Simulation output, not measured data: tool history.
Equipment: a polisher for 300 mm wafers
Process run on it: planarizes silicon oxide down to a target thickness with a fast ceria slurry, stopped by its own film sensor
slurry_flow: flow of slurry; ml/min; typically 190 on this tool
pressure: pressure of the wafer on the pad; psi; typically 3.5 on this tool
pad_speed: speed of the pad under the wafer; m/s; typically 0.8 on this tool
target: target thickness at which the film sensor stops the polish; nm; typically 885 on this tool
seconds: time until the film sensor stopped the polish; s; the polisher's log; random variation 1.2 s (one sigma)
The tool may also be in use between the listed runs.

| run | day | slurry_flow | pressure | pad_speed | target | wafers since the last listed run | wafers polished on this pad | hours since the slurry nozzle was cleaned | hours since the head pressure was calibrated | incoming thickness of the incoming film, nm | seconds |
|---|---|---|---|---|---|---|---|---|---|---|---|
| 1 | 0 | 190 | 3.5 | 0.8 | 885 | 0 | 42 | 533.1 | 741 | 1836.2 | 69.8 |
| 2 | 0.254 | 190 | 3.5 | 0.8 | 885 | 71 | 113 | 539.2 | 747.1 | 1824.1 | 67.7 |
| 3 | 0.808 | 190 | 3.5 | 0.8 | 885 | 155 | 269 | 552.5 | 760.4 | 1873.1 | 74.5 |
| 4 | 1.396 | 190 | 3.5 | 0.8 | 885 | 164 | 433 | 566.6 | 774.5 | 1833.2 | 73.6 |
| 5 | 1.771 | 190 | 3.5 | 0.8 | 885 | 104 | 538 | 575.6 | 783.5 | 1836.1 | 73 |
|  | 2.512 | worn pad replaced by a new one |
| 6 | 2.533 | 190 | 3.5 | 0.8 | 885 | 166 | 5 | 593.9 | 801.8 | 1811.9 | 68.1 |
| 7 | 3.096 | 190 | 3.5 | 0.8 | 885 | 157 | 162 | 607.4 | 815.3 | 1836.6 | 72 |
| 8 | 3.458 | 190 | 3.5 | 0.8 | 885 | 101 | 264 | 616.1 | 824 | 1860.9 | 72 |
| 9 | 3.867 | 190 | 3.5 | 0.8 | 885 | 114 | 378 | 625.9 | 833.8 | 1869.3 | 72.8 |
| 10 | 4.588 | 125 | 4.3 | 0.54 | 1177 | 201 | 580 | 643.2 | 851.1 | 1856.8 | 70.4 |
| 11 | 5.092 | 165 | 4.1 | 0.7 | 571 | 141 | 721 | 655.3 | 863.2 | 1847.6 | 104.1 |
|  | 5.183 | slurry nozzle cleaned |
|  | 5.246 | head pressure recalibrated |
| 12 | 5.421 | 190 | 2.6 | 0.64 | 885 | 63 | 784 | 5.7 | 4.2 | 1843 | 129.6 |
|  | 5.721 | worn pad replaced by a new one |
| 13 | 6.692 | 225 | 4.3 | 1 | 1182 | 308 | 271 | 36.2 | 34.7 | 1850.6 | 32.5 |
| 14 | 7.079 | 145 | 3.1 | 0.92 | 885 | 108 | 379 | 45.5 | 44 | 1823.9 | 71.9 |
| 15 | 7.796 | 190 | 3.5 | 0.8 | 1082 | 200 | 580 | 62.7 | 61.2 | 1841.4 | 59.8 |
|  | 8.35 | worn pad replaced by a new one |
| 16 | 8.371 | 190 | 3.5 | 0.8 | 1135 | 114 | 5 | 76.5 | 75 | 1804.6 | 48.4 |

State the hidden condition of the tool at each of the runs:
slurry flow missing at the pad, %: 0 on each run
deviation of the head's pressure from its setpoint, %: 0 on each run
H1: removal rate lost through wear of the pad, %
| run | H1 |
|---|---|
| 1 | 1.91 |
| 2 | 2.81 |
| 3 | 4.77 |
| 4 | 6.86 |
| 5 | 8.18 |
| 6 | 1.01 |
| 7 | 3 |
| 8 | 4.29 |
| 9 | 5.73 |
| 10 | 8.29 |
| 11 | 10.1 |
| 12 | 11.2 |
| 13 | 4.63 |
| 14 | 6 |
| 15 | 8.54 |
| 16 | 1.53 |

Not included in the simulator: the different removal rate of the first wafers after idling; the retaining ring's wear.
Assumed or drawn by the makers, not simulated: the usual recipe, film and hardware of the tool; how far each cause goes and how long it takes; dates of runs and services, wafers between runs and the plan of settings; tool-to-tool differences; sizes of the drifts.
